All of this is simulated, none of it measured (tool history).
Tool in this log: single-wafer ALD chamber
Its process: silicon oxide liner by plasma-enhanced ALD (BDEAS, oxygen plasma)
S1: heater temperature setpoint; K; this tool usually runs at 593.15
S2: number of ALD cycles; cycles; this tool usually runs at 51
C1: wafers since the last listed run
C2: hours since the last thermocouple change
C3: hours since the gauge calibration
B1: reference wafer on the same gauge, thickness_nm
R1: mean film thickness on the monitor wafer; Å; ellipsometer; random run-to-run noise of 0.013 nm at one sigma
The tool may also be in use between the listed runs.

run   hour      S1  S2   C1      C2     C3     B1     R1
  1    0.0  581.15  51    0   944.3  461.7  4.949  54.93
  2   19.6  581.15  51   87   963.9  481.3  4.956  54.90
  3   49.6  581.15  51  133   993.9  511.3  4.955  54.95
  4   68.4  593.15  51   83  1012.7  530.1  4.958  54.03
  5   88.3  593.15  51   88  1032.6  550.0  4.960  54.11
      99.1  -- gauge calibrated
  6  105.0  593.15  51   74  1049.3    5.9  4.837  52.81
  7  130.4  593.15  51  113  1074.7   31.3  4.853  52.74
  8  143.1  593.15  51   56  1087.4   44.0  4.860  52.96
  9  163.6  593.15  51   91  1107.9   64.5  4.868  53.17
 10  197.1  593.15  51  149  1141.4   98.0  4.885  53.28
 11  231.2  593.15  51  151  1175.5  132.1  4.896  53.60
 12  263.6  593.15  51  144  1207.9  164.5  4.909  53.90
 13  296.5  593.15  51  146  1240.8  197.4  4.918  53.61
 14  308.7  593.15  47   54  1253.0  209.6  4.917  49.41
 15  327.2  593.15  47   82  1271.5  228.1  4.925  49.48
     356.1  -- thermocouple changed; heater temperature recalibrated
 16  358.4  585.15  51  103     2.3  259.3  4.927  54.25
 17  380.8  582.15  51   99    24.7  281.7  4.927  54.77
 18  414.1  593.15  48  148    58.0  315.0  4.939  50.71
 19  436.7  586.15  57  100    80.6  337.6  4.940  60.99
 20  461.2  593.15  51  109   105.1  362.1  4.943  53.98
 21  528.2  601.15  59  298   172.1  429.1  4.949  61.96
 22  550.2  589.15  61   98   194.1  451.1  4.950  64.97
 23  562.3  583.15  58   53   206.2  463.2  4.947  62.51
 24  620.6  581.15  47  259   264.5  521.5  4.954  50.78
 25  641.8  581.15  47   94   285.7  542.7  4.956  50.56
     674.3  -- gauge calibrated
 26  674.7  607.15  46  146   318.6    0.4  4.846  47.00
 27  691.2  585.15  51   73   335.1   16.9  4.860  53.87
 28  705.0  593.15  51   61   348.9   30.7  4.866  53.11
 29  725.7  600.15  45   92   369.6   51.4  4.875  46.75
 30  740.5  597.15  41   65   384.4   66.2  4.882  42.69
 31  764.9  593.15  51  108   408.8   90.6  4.893  53.44
 32  782.8  602.15  47   79   426.7  108.5  4.900  48.91
 33  812.8  593.15  61  133   456.7  138.5  4.911  64.48
 34  842.1  593.15  61  130   486.0  167.8  4.919  64.07
 35  854.9  584.15  59   57   498.8  180.6  4.923  62.75
 36  888.4  593.15  58  149   532.3  214.1  4.929  61.25
 37  906.1  593.15  57   78   550.0  231.8  4.936  60.22

Branching from run 37: 5 alternative next runs. What would each branch give?
  A  906.6  593.15  51   2  550.5  232.3   ?   ?
  B  906.6  604.15  51   2  550.5  232.3   ?   ?
  C  906.6  598.15  57   2  550.5  232.3   ?   ?
  D  906.6  602.15  56   2  550.5  232.3   ?   ?
  E  906.6  589.15  58   2  550.5  232.3   ?   ?

run     B1     R1
  A  4.935  54.07
  B  4.935  53.32
  C  4.935  60.05
  D  4.935  58.70
  E  4.935  61.81
With the hidden condition removed and each run's random variation left untouched, the same runs would have given:
run     R1
  A  53.14
  B  52.40
  C  59.01
  D  57.68
  E  60.74
